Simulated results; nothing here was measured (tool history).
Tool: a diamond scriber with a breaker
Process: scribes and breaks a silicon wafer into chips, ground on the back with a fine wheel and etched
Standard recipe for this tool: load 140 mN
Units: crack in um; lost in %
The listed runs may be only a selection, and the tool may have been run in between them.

| run | day | load | incoming depth of the damage left on the back of the incoming wafer, um | crack | lost |
|---|---|---|---|---|---|
| 1 | 0.000 | 140 | 0.40 | 13.23 | 1.63 |
| 2 | 1.679 | 140 | 0.58 | 12.90 | 1.78 |
| 3 | 3.133 | 140 | 0.51 | 12.88 | 1.89 |
| 4 | 3.858 | 140 | 0.54 | 12.88 | 2.14 |
| 5 | 5.112 | 140 | 0.69 | 13.19 | 2.21 |
| 6 | 6.400 | 112 | 0.70 | 11.90 | 6.58 |
| 7 | 7.367 | 112 | 0.59 | 12.28 | 6.42 |
| 8 | 8.825 | 154 | 0.69 | 13.53 | 1.31 |
| 9 | 9.504 | 154 | 0.59 | 13.64 | 1.66 |
| 10 | 11.746 | 154 | 0.33 | 13.20 | 1.94 |
| 11 | 12.850 | 124 | 0.44 | 12.45 | 5.44 |
| 12 | 13.621 | 124 | 0.32 | 12.23 | 5.49 |
| 13 | 15.062 | 124 | 0.62 | 12.10 | 5.94 |
| 14 | 15.933 | 162 | 0.53 | 13.19 | 1.59 |
| 15 | 16.567 | 162 | 0.50 | 12.80 | 1.75 |
| 16 | 17.725 | 157 | 0.53 | 12.84 | 2.43 |
| 17 | 18.896 | 157 | 0.33 | 12.96 | 2.59 |
| 18 | 20.146 | 157 | 0.49 | 12.72 | 2.91 |
| 19 | 21.233 | 140 | 0.34 | 12.19 | 5.14 |
| 20 | 21.900 | 177 | 0.54 | 13.58 | 1.31 |
| 21 | 22.725 | 154 | 0.68 | 12.51 | 3.71 |
| 22 | 23.242 | 123 | 0.52 | 11.42 | 8.76 |
| 23 | 24.717 | 103 | 0.39 | 10.95 | 13.67 |
| 24 | 25.596 | 102 | 0.39 | 10.73 | 16.19 |
| 25 | 26.383 | 140 | 0.72 | 12.04 | 6.98 |
| 26 | 26.892 | 140 | 0.48 | 12.15 | 6.41 |
| 27 | 30.771 | 127 | 0.60 | 13.43 | 1.86 |
| 28 | 31.621 | 124 | 0.32 | 12.60 | 2.22 |
| 29 | 32.262 | 174 | 0.50 | 15.09 | 0.82 |
| 30 | 32.979 | 108 | 0.76 | 12.69 | 4.57 |
| 31 | 34.054 | 157 | 0.49 | 13.88 | 0.67 |
| 32 | 35.108 | 140 | 0.39 | 13.47 | 1.34 |
| 33 | 36.262 | 140 | 0.34 | 13.59 | 1.40 |
| 34 | 37.217 | 181 | 0.41 | 14.54 | 0.78 |
| 35 | 38.454 | 106 | 0.77 | 12.01 | 5.69 |
| 36 | 39.062 | 156 | 0.56 | 13.49 | 0.91 |
| 37 | 40.396 | 140 | 0.63 | 12.77 | 1.74 |
| 38 | 41.517 | 128 | 0.68 | 12.57 | 3.40 |
| 39 | 42.979 | 100 | 0.31 | 11.91 | 8.28 |

Not shown: 2 entries that the log had between the listed runs. Between which runs, and how does the tool's hidden state differ before and after?
Logged between run 17 and run 18: load on the tip recalibrated (day 20.042)
  share of the diamond tip's cutting effectiveness lost through wear, %: 19.8 -> 20.4
  difference, measured minus the result without the unlogged condition, crack: -2.05 -> -2.10 um; lost: +1.60 -> +1.88 %
Logged between run 26 and run 27: diamond tip replaced by a new one (day 27.288)
  share of the diamond tip's cutting effectiveness lost through wear, %: 23.9 -> 6.9
  difference, measured minus the result without the unlogged condition, crack: -2.42 -> -0.65 um; lost: +5.80 -> +1.02 %
